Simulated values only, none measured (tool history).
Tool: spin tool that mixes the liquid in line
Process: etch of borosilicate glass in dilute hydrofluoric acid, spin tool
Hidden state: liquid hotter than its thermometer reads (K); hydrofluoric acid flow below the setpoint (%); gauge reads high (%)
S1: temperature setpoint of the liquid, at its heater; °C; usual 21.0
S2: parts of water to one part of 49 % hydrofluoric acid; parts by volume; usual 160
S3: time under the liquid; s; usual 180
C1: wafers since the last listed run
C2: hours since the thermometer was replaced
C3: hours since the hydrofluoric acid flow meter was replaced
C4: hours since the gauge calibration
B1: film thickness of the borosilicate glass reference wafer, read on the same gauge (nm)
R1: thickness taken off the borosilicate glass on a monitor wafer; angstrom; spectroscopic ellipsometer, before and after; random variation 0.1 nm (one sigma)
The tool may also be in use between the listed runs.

{"run": 1, "day": 0.0, "S1": 21.0, "S2": 160, "S3": 180, "C1": 0, "C2": 1010.5, "C3": 1707.3, "C4": 71.2, "B1": 30.0, "R1": 174.6}
{"run": 2, "day": 0.333, "S1": 21.0, "S2": 160, "S3": 180, "C1": 80, "C2": 1018.5, "C3": 1715.3, "C4": 79.2, "B1": 30.0, "R1": 174.3}
{"run": 3, "day": 0.633, "S1": 21.0, "S2": 160, "S3": 180, "C1": 72, "C2": 1025.7, "C3": 1722.5, "C4": 86.4, "B1": 30.03, "R1": 173.3}
{"run": 4, "day": 0.917, "S1": 24.0, "S2": 160, "S3": 180, "C1": 68, "C2": 1032.5, "C3": 1729.3, "C4": 93.2, "B1": 30.0, "R1": 194.4}
{"run": 5, "day": 1.658, "S1": 24.0, "S2": 160, "S3": 180, "C1": 178, "C2": 1050.3, "C3": 1747.1, "C4": 111.0, "B1": 30.0, "R1": 194.9}
{"run": 6, "day": 3.225, "S1": 17.5, "S2": 160, "S3": 180, "C1": 377, "C2": 1087.9, "C3": 1784.7, "C4": 148.6, "B1": 29.99, "R1": 151.9}
{"run": 7, "day": 3.504, "S1": 21.0, "S2": 160, "S3": 180, "C1": 67, "C2": 1094.6, "C3": 1791.4, "C4": 155.3, "B1": 30.0, "R1": 171.1}
{"run": 8, "day": 4.079, "S1": 21.0, "S2": 160, "S3": 180, "C1": 138, "C2": 1108.4, "C3": 1805.2, "C4": 169.1, "B1": 30.02, "R1": 171.5}
{"run": 9, "day": 4.829, "S1": 21.0, "S2": 160, "S3": 180, "C1": 180, "C2": 1126.4, "C3": 1823.2, "C4": 187.1, "B1": 30.01, "R1": 171.5}
{"run": 10, "day": 5.496, "S1": 21.0, "S2": 160, "S3": 180, "C1": 160, "C2": 1142.4, "C3": 1839.2, "C4": 203.1, "B1": 30.0, "R1": 172.3}
{"run": 11, "day": 6.142, "S1": 21.0, "S2": 160, "S3": 180, "C1": 155, "C2": 1157.9, "C3": 1854.7, "C4": 218.6, "B1": 30.0, "R1": 170.8}
{"run": 12, "day": 6.796, "S1": 23.0, "S2": 160, "S3": 180, "C1": 157, "C2": 1173.6, "C3": 1870.4, "C4": 234.3, "B1": 29.98, "R1": 186.5}
{"run": 13, "day": 7.262, "S1": 23.5, "S2": 160, "S3": 180, "C1": 112, "C2": 1184.8, "C3": 1881.6, "C4": 245.5, "B1": 29.99, "R1": 188.0}
{"run": 14, "day": 7.967, "S1": 23.5, "S2": 160, "S3": 180, "C1": 169, "C2": 1201.7, "C3": 1898.5, "C4": 262.4, "B1": 30.0, "R1": 189.0}
{"run": 15, "day": 8.338, "S1": 21.0, "S2": 160, "S3": 180, "C1": 89, "C2": 1210.6, "C3": 1907.4, "C4": 271.3, "B1": 29.99, "R1": 171.4}
{"run": 16, "day": 9.071, "S1": 21.0, "S2": 160, "S3": 115, "C1": 176, "C2": 1228.2, "C3": 1925.0, "C4": 288.9, "B1": 29.99, "R1": 109.2}
{"day": 9.271, "done": "thermometer replaced"}
{"run": 17, "day": 9.35, "S1": 21.0, "S2": 205, "S3": 70, "C1": 57, "C2": 1.9, "C3": 1931.7, "C4": 295.6, "B1": 29.99, "R1": 49.1}
{"run": 18, "day": 9.942, "S1": 21.0, "S2": 230, "S3": 180, "C1": 142, "C2": 16.1, "C3": 1945.9, "C4": 309.8, "B1": 29.98, "R1": 110.3}
{"run": 19, "day": 10.617, "S1": 21.0, "S2": 100, "S3": 240, "C1": 162, "C2": 32.3, "C3": 1962.1, "C4": 326.0, "B1": 29.98, "R1": 387.0}
{"run": 20, "day": 11.346, "S1": 23.5, "S2": 130, "S3": 135, "C1": 175, "C2": 49.8, "C3": 1979.6, "C4": 343.5, "B1": 30.02, "R1": 178.4}
{"run": 21, "day": 11.896, "S1": 22.5, "S2": 215, "S3": 285, "C1": 132, "C2": 63.0, "C3": 1992.8, "C4": 356.7, "B1": 29.99, "R1": 198.1}
{"day": 12.012, "done": "hydrofluoric acid flow meter replaced"}
{"run": 22, "day": 12.533, "S1": 21.0, "S2": 160, "S3": 180, "C1": 143, "C2": 78.3, "C3": 12.5, "C4": 372.0, "B1": 30.0, "R1": 192.0}
{"day": 12.604, "done": "gauge calibrated"}
{"run": 23, "day": 13.138, "S1": 19.5, "S2": 160, "S3": 180, "C1": 145, "C2": 92.8, "C3": 27.0, "C4": 12.8, "B1": 29.99, "R1": 181.8}
{"run": 24, "day": 13.704, "S1": 21.0, "S2": 230, "S3": 275, "C1": 136, "C2": 106.4, "C3": 40.6, "C4": 26.4, "B1": 29.99, "R1": 190.5}
{"run": 25, "day": 14.429, "S1": 21.0, "S2": 200, "S3": 140, "C1": 174, "C2": 123.8, "C3": 58.0, "C4": 43.8, "B1": 30.01, "R1": 115.0}
{"run": 26, "day": 15.142, "S1": 19.5, "S2": 160, "S3": 180, "C1": 171, "C2": 140.9, "C3": 75.1, "C4": 60.9, "B1": 29.99, "R1": 181.5}
{"run": 27, "day": 15.883, "S1": 25.0, "S2": 160, "S3": 180, "C1": 178, "C2": 158.7, "C3": 92.9, "C4": 78.7, "B1": 29.99, "R1": 224.8}
{"run": 28, "day": 16.254, "S1": 19.0, "S2": 160, "S3": 80, "C1": 89, "C2": 167.6, "C3": 101.8, "C4": 87.6, "B1": 29.99, "R1": 78.8}

5 ways to go on from here, each from the tool as it stands after run 28. What would each give?
{"run": "A", "day": 16.275, "S1": 21.0, "S2": 160, "S3": 180, "C1": 5, "C2": 168.1, "C3": 102.3, "C4": 88.1, "B1": "?", "R1": "?"}
{"run": "B", "day": 16.275, "S1": 17.5, "S2": 240, "S3": 125, "C1": 5, "C2": 168.1, "C3": 102.3, "C4": 88.1, "B1": "?", "R1": "?"}
{"run": "C", "day": 16.275, "S1": 21.0, "S2": 160, "S3": 95, "C1": 5, "C2": 168.1, "C3": 102.3, "C4": 88.1, "B1": "?", "R1": "?"}
{"run": "D", "day": 16.275, "S1": 18.0, "S2": 100, "S3": 150, "C1": 5, "C2": 168.1, "C3": 102.3, "C4": 88.1, "B1": "?", "R1": "?"}
{"run": "E", "day": 16.275, "S1": 21.0, "S2": 130, "S3": 180, "C1": 5, "C2": 168.1, "C3": 102.3, "C4": 88.1, "B1": "?", "R1": "?"}

run=A B1=30.00 R1=189.7
run=B B1=30.00 R1=70.8
run=C B1=30.00 R1=100.1
run=D B1=30.00 R1=239.0
run=E B1=30.00 R1=241.2
Without the tool's hidden state the same runs would have given:
run=A R1=195.5
run=B R1=73.1
run=C R1=103.2
run=D R1=246.0
run=E R1=248.5
